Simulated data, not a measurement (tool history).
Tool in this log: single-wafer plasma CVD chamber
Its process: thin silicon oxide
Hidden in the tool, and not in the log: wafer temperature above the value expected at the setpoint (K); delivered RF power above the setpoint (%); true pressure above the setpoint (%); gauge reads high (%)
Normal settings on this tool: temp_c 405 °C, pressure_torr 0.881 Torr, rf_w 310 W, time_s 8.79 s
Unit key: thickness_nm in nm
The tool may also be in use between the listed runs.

| run | hour | temp_c | pressure_torr | rf_w | time_s | wafers since the last listed run | hours since the last thermocouple change | hours since the last RF generator calibration | hours since the last manometer calibration | hours since the showerhead was replaced | hours since the gauge calibration | read-back reference wafer on the same gauge, thickness_nm | thickness_nm |
|---|---|---|---|---|---|---|---|---|---|---|---|---|---|
| 1 | 0 | 405 | 0.881 | 310 | 8.79 | 0 | 2475.6 | 982.3 | 1759.1 | 3550.3 | 350.1 | 16.003 | 16.527 |
| 2 | 13.7 | 405 | 0.881 | 310 | 8.79 | 244 | 2489.3 | 996 | 1772.8 | 3564 | 363.8 | 16.003 | 16.574 |
| 3 | 32.9 | 405 | 0.881 | 310 | 8.79 | 343 | 2508.5 | 1015.2 | 1792 | 3583.2 | 383 | 15.999 | 16.601 |
| 4 | 53.1 | 405 | 0.881 | 310 | 8.79 | 361 | 2528.7 | 1035.4 | 1812.2 | 3603.4 | 403.2 | 15.985 | 16.516 |
| 5 | 78.9 | 405 | 0.881 | 310 | 8.79 | 461 | 2554.5 | 1061.2 | 1838 | 3629.2 | 429 | 15.998 | 16.48 |
| 6 | 93.2 | 414 | 0.794 | 310 | 8.79 | 255 | 2568.8 | 1075.5 | 1852.3 | 3643.5 | 443.3 | 15.997 | 14.573 |
| 7 | 119.8 | 405 | 0.728 | 310 | 8.79 | 475 | 2595.4 | 1102.1 | 1878.9 | 3670.1 | 469.9 | 16.018 | 13.152 |
| 8 | 132.9 | 405 | 0.998 | 260 | 8.79 | 234 | 2608.5 | 1115.2 | 1892 | 3683.2 | 483 | 16.025 | 17.607 |
|  | 145.7 | showerhead replaced |
| 9 | 161.5 | 405 | 0.881 | 310 | 8.79 | 368 | 2637.1 | 1143.8 | 1920.6 | 15.8 | 511.6 | 16.005 | 16.444 |
| 10 | 183.2 | 405 | 0.881 | 310 | 8.79 | 387 | 2658.8 | 1165.5 | 1942.3 | 37.5 | 533.3 | 15.997 | 16.469 |
|  | 189.8 | gauge calibrated |
| 11 | 197.5 | 417 | 0.881 | 310 | 8.79 | 255 | 2673.1 | 1179.8 | 1956.6 | 51.8 | 7.7 | 15.996 | 16.325 |
| 12 | 215.1 | 405 | 0.971 | 355 | 8.79 | 314 | 2690.7 | 1197.4 | 1974.2 | 69.4 | 25.3 | 15.993 | 18.681 |
| 13 | 231.7 | 396 | 0.881 | 355 | 8.79 | 296 | 2707.3 | 1214 | 1990.8 | 86 | 41.9 | 16.018 | 17.049 |
| 14 | 262.2 | 405 | 1.032 | 330 | 8.79 | 545 | 2737.8 | 1244.5 | 2021.3 | 116.5 | 72.4 | 16.012 | 19.334 |
|  | 293.5 | capacitance manometer re-zeroed and calibrated |
| 15 | 294 | 405 | 0.952 | 310 | 8.79 | 425 | 2769.6 | 1276.3 | 0.5 | 148.3 | 104.2 | 15.982 | 18.79 |
| 16 | 305.8 | 405 | 0.881 | 310 | 9.47 | 210 | 2781.4 | 1288.1 | 12.3 | 160.1 | 116 | 15.996 | 18.68 |
| 17 | 341.5 | 405 | 1.045 | 275 | 7.46 | 638 | 2817.1 | 1323.8 | 48 | 195.8 | 151.7 | 15.992 | 16.421 |
|  | 365.7 | RF generator calibrated |
| 18 | 375.6 | 405 | 0.954 | 310 | 8.79 | 466 | 2851.2 | 9.9 | 82.1 | 229.9 | 185.8 | 16.006 | 19.123 |
| 19 | 411.1 | 412 | 0.703 | 370 | 10.3 | 634 | 2886.7 | 45.4 | 117.6 | 265.4 | 221.3 | 16.006 | 16.901 |
|  | 428.3 | thermocouple changed; heater temperature recalibrated |
| 20 | 428.8 | 405 | 0.881 | 310 | 8.79 | 173 | 0.5 | 63.1 | 135.3 | 283.1 | 239 | 16.012 | 17.661 |
| 21 | 454.9 | 395 | 0.881 | 310 | 9.28 | 466 | 26.6 | 89.2 | 161.4 | 309.2 | 265.1 | 15.983 | 18.757 |
| 22 | 479.2 | 405 | 0.881 | 310 | 8.79 | 434 | 50.9 | 113.5 | 185.7 | 333.5 | 289.4 | 15.998 | 17.616 |
| 23 | 507.1 | 412 | 0.881 | 310 | 9.99 | 498 | 78.8 | 141.4 | 213.6 | 361.4 | 317.3 | 16.023 | 19.889 |
| 24 | 537.1 | 405 | 0.675 | 310 | 9.74 | 536 | 108.8 | 171.4 | 243.6 | 391.4 | 347.3 | 15.996 | 14.374 |
| 25 | 559 | 396 | 0.881 | 355 | 8.79 | 391 | 130.7 | 193.3 | 265.5 | 413.3 | 369.2 | 16.006 | 18.235 |
| 26 | 575.4 | 405 | 1.025 | 265 | 8.79 | 293 | 147.1 | 209.7 | 281.9 | 429.7 | 385.6 | 15.984 | 19.134 |
| 27 | 610.5 | 412 | 0.703 | 370 | 10.3 | 627 | 182.2 | 244.8 | 317 | 464.8 | 420.7 | 15.997 | 16.486 |
| 28 | 636.8 | 396 | 0.799 | 260 | 10.54 | 470 | 208.5 | 271.1 | 343.3 | 491.1 | 447 | 15.993 | 18.023 |
| 29 | 664.5 | 396 | 1.052 | 310 | 8.79 | 495 | 236.2 | 298.8 | 371 | 518.8 | 474.7 | 15.988 | 20.353 |

3 options for the next run, each taken on its own from the tool as it stands now. Forecast them:
| A | 664.9 | 405 | 0.881 | 310 | 8.26 | 7 | 236.6 | 299.2 | 371.4 | 519.2 | 475.1 | ? | ? |
| B | 664.9 | 405 | 0.881 | 310 | 9.75 | 7 | 236.6 | 299.2 | 371.4 | 519.2 | 475.1 | ? | ? |
| C | 664.9 | 411 | 0.987 | 265 | 9.74 | 7 | 236.6 | 299.2 | 371.4 | 519.2 | 475.1 | ? | ? |

| run | read-back reference wafer on the same gauge, thickness_nm | thickness_nm |
|---|---|---|
| A | 15.98 | 16.313 |
| B | 15.98 | 19.247 |
| C | 15.98 | 20.41 |
Stripped of hidden state, with their random variation kept, the same runs would have yielded:
| run | thickness_nm |
|---|---|
| A | 16.781 |
| B | 19.8 |
| C | 20.941 |
